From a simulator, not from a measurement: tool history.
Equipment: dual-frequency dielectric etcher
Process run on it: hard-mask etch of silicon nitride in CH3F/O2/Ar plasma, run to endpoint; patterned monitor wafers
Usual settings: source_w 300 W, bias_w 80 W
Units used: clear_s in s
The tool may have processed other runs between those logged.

| run | hour | source_w | bias_w | incoming incoming film thickness, nm | clear_s |
|---|---|---|---|---|---|
| 1 | 0 | 300 | 80 | 30.78 | 49.2 |
| 2 | 12.8 | 300 | 80 | 30.76 | 48.9 |
| 3 | 36.3 | 270 | 91 | 30.92 | 48.4 |
| 4 | 62.3 | 270 | 91 | 30.64 | 48.6 |
| 5 | 74.5 | 270 | 91 | 30.61 | 48.7 |
| 6 | 88.8 | 350 | 80 | 30.72 | 46.9 |
| 7 | 105.8 | 320 | 80 | 30.75 | 47.9 |
| 8 | 128.9 | 320 | 80 | 30.66 | 47.5 |
| 9 | 148.6 | 320 | 80 | 30.62 | 48.2 |
| 10 | 180.5 | 300 | 80 | 30.79 | 49.4 |
| 11 | 193.2 | 300 | 80 | 30.64 | 49.1 |
| 12 | 209.8 | 300 | 80 | 30.43 | 49.1 |
| 13 | 243 | 300 | 80 | 30.96 | 49.7 |
| 14 | 267.9 | 300 | 80 | 30.92 | 49.9 |
| 15 | 280.2 | 260 | 62 | 30.64 | 57 |
| 16 | 297.5 | 230 | 72 | 30.52 | 56.7 |
| 17 | 322.6 | 300 | 80 | 30.73 | 49.3 |
| 18 | 356.6 | 220 | 87 | 30.69 | 53.8 |
| 19 | 379.7 | 300 | 63 | 30.31 | 53.6 |
| 20 | 413.6 | 320 | 91 | 30.9 | 46.3 |
| 21 | 436.2 | 300 | 80 | 30.66 | 49.9 |
| 22 | 463.5 | 300 | 69 | 30.71 | 52.4 |
|  | 471 | source power generator calibrated |
|  | 494.3 | wet clean of the chamber |
| 23 | 494.8 | 300 | 80 | 30.68 | 48.2 |
| 24 | 500.5 | 240 | 85 | 30.61 | 51.4 |
|  | 506.9 | bias power generator calibrated |
|  | 527 | upper electrode replaced |
| 25 | 530.7 | 300 | 84 | 30.81 | 47.8 |

Expected results for the next run?
| 26 | 561.8 | 340 | 70 | 30.74 | ? |

{"run 26": {"clear_s": 48.9}}
With no hidden state in the tool, this same run would have given clear_s 48.7 s.
